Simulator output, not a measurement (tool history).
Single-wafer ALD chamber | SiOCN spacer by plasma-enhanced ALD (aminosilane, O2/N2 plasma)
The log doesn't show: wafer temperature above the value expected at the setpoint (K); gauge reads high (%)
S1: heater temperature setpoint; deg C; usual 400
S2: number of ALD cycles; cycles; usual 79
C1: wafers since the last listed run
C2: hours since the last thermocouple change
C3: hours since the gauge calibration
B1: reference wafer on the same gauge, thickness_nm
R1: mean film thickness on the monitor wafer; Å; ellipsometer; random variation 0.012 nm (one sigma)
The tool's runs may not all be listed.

| run | hour | S1 | S2 | C1 | C2 | C3 | B1 | R1 |
|---|---|---|---|---|---|---|---|---|
| 1 | 0 | 400 | 79 | 0 | 2391.7 | 1054.1 | 4.257 | 46.97 |
|  | 0.8 | gauge calibrated |
| 2 | 37.6 | 400 | 79 | 163 | 2429.3 | 36.8 | 4.258 | 47.23 |
| 3 | 106.9 | 400 | 79 | 302 | 2498.6 | 106.1 | 4.262 | 47.26 |
| 4 | 164.2 | 400 | 79 | 249 | 2555.9 | 163.4 | 4.264 | 47.08 |
| 5 | 240.2 | 400 | 79 | 331 | 2631.9 | 239.4 | 4.26 | 47.25 |
| 6 | 277 | 400 | 79 | 160 | 2668.7 | 276.2 | 4.258 | 47.14 |
| 7 | 320.3 | 400 | 79 | 188 | 2712 | 319.5 | 4.259 | 47.27 |
| 8 | 371.8 | 412 | 79 | 224 | 2763.5 | 371 | 4.263 | 45.42 |
| 9 | 435.8 | 396 | 79 | 279 | 2827.5 | 435 | 4.261 | 47.28 |
| 10 | 514 | 400 | 79 | 340 | 2905.7 | 513.2 | 4.259 | 47.31 |
|  | 654.2 | thermocouple changed; heater temperature recalibrated |
| 11 | 820.9 | 400 | 69 | 1303 | 166.7 | 820.1 | 4.261 | 41.31 |
|  | 1069.4 | gauge calibrated |
| 12 | 1108.1 | 387 | 90 | 1252 | 453.9 | 38.7 | 4.254 | 53.56 |
| 13 | 1164.2 | 388 | 67 | 244 | 510 | 94.8 | 4.258 | 39.79 |
| 14 | 1231.3 | 400 | 79 | 292 | 577.1 | 161.9 | 4.262 | 47.19 |
| 15 | 1335.1 | 388 | 84 | 452 | 680.9 | 265.7 | 4.259 | 50.26 |
| 16 | 1404.2 | 394 | 72 | 301 | 750 | 334.8 | 4.259 | 43.16 |
| 17 | 1480.9 | 400 | 79 | 334 | 826.7 | 411.5 | 4.259 | 47.12 |
| 18 | 1582 | 414 | 72 | 440 | 927.8 | 512.6 | 4.26 | 41.24 |

Forecast each of these 4 alternatives for the next run:
| A | 1582.6 | 400 | 79 | 2 | 928.4 | 513.2 | ? | ? |
| B | 1582.6 | 410 | 91 | 2 | 928.4 | 513.2 | ? | ? |
| C | 1582.6 | 406 | 73 | 2 | 928.4 | 513.2 | ? | ? |
| D | 1582.6 | 413 | 65 | 2 | 928.4 | 513.2 | ? | ? |

| run | B1 | R1 |
|---|---|---|
| A | 4.263 | 47.1 |
| B | 4.263 | 52.83 |
| C | 4.263 | 42.84 |
| D | 4.263 | 37.43 |
Without the tool's hidden state the same runs would have given:
| run | R1 |
|---|---|
| A | 47.1 |
| B | 52.83 |
| C | 42.84 |
| D | 37.43 |
